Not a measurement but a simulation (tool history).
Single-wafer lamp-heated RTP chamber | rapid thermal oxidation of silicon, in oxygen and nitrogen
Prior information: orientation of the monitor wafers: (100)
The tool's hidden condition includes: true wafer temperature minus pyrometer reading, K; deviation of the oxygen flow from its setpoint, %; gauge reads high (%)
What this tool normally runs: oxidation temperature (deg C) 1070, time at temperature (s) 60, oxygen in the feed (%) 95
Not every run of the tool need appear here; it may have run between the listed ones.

run     day  oxidation temperature (deg C)  time at temperature (s)  oxygen in the feed (%)  wafers since the last listed run  wafers since the last pyrometer calibration  hours since the oxygen flow controller was replaced  hours since the gauge calibration  read-back reference wafer on the same gauge, thickness  oxide thickness on the monitor wafer (nm)
  1       0                           1070                       60                      95                                 0                                         4876                                               4331.5                               74.1                                                   9.629                                      9.439
  2   0.646                           1070                       60                      98                               236                                         5112                                                 4347                               89.6                                                   9.642                                      9.605
  3   1.092                           1070                       60                      98                               163                                         5276                                               4357.7                              100.3                                                   9.625                                      9.571
  4   2.012                           1070                       60                      98                               337                                         5614                                               4379.8                              122.4                                                   9.633                                      9.634
  5   2.271                           1070                       60                      95                                94                                         5708                                                 4386                              128.6                                                   9.628                                      9.507
  6   2.867                           1070                       60                      95                               218                                         5927                                               4400.3                              142.9                                                   9.631                                      9.565
  7    3.15                           1070                       60                      95                               103                                         6031                                               4407.1                              149.7                                                   9.637                                      9.555
  8   3.621                           1070                       43                      98                               172                                         6204                                               4418.4                                161                                                   9.633                                      8.378
  9   3.962                           1070                       60                      95                               125                                         6329                                               4426.6                              169.2                                                   9.622                                      9.651
      4.371  -- pyrometer window cleaned and pyrometer calibrated
 10     4.4                           1070                       60                      95                                38                                           11                                               4437.1                              179.7                                                   9.634                                     10.078
 11   4.921                           1070                       41                      86                               191                                          202                                               4449.6                              192.2                                                   9.625                                      8.263
 12   6.896                           1070                       41                      86                               724                                          926                                                 4497                              239.6                                                   9.634                                      8.245
        7.4  -- pyrometer window cleaned and pyrometer calibrated, repeated, since the last time left the tool worse
 13    7.45                           1070                       60                      95                                80                                           17                                               4510.3                              252.9                                                   9.631                                      9.307
 14   7.971                           1053                       60                      95                               191                                          208                                               4522.8                              265.4                                                   9.629                                        8.3
      8.538  -- oxygen flow controller replaced
 15   8.558                           1070                       60                      95                                93                                          302                                                  0.5                              279.5                                                   9.628                                      9.294
 16   9.017                           1059                       60                      98                               168                                          470                                                 11.5                              290.5                                                   9.631                                      8.732
      9.338  -- gauge calibrated
 17   9.421                           1070                       60                      95                               148                                          618                                                 21.2                                  2                                                   9.626                                      9.296
 18   9.962                           1047                       38                      98                               198                                          817                                                 34.2                                 15                                                   9.632                                      6.609
 19  10.375                           1052                       77                      98                               151                                          968                                                 44.1                               24.9                                                   9.631                                      9.333
 20  10.912                           1070                       38                      95                               197                                         1165                                                   57                               37.8                                                   9.629                                      7.604
 21  11.638                           1070                       60                      95                               265                                         1431                                                 74.4                               55.2                                                   9.628                                      9.354
 22  12.212                           1054                       33                      79                               210                                         1642                                                 88.2                                 69                                                   9.631                                      6.018
 23   12.65                           1097                       60                      95                               160                                         1802                                                 98.7                               79.5                                                   9.632                                     11.061
 24  13.338                           1088                       78                      95                               252                                         2055                                                115.2                                 96                                                   9.619                                     11.808
 25  13.812                           1099                       60                      78                               174                                         2229                                                126.6                              107.4                                                   9.628                                     10.469

Describe how what the log doesn't record of the tool's condition differs between the last listed run preceding each entry between runs and the first listed run following it.
After run 9, before run 10: pyrometer window cleaned and pyrometer calibrated (day 4.371)
  true wafer temperature minus pyrometer reading, K: 5.61 -> 12.8
  difference, measured minus the result without the unlogged condition, oxide thickness on the monitor wafer (nm): +0.352 -> +0.817
After run 12, before run 13: pyrometer window cleaned and pyrometer calibrated, repeated, since the last time left the tool worse (day 7.4)
  true wafer temperature minus pyrometer reading, K: 13 -> 0.436
  difference, measured minus the result without the unlogged condition, oxide thickness on the monitor wafer (nm): +0.672 -> +0.027
After run 14, before run 15: oxygen flow controller replaced (day 8.538)
  true wafer temperature minus pyrometer reading, K: 0.442 -> 0.46
  difference, measured minus the result without the unlogged condition, oxide thickness on the monitor wafer (nm): +0.025 -> +0.028
After run 16, before run 17: gauge calibrated (day 9.338)
  true wafer temperature minus pyrometer reading, K: 0.484 -> 0.51
  difference, measured minus the result without the unlogged condition, oxide thickness on the monitor wafer (nm): +0.028 -> +0.031
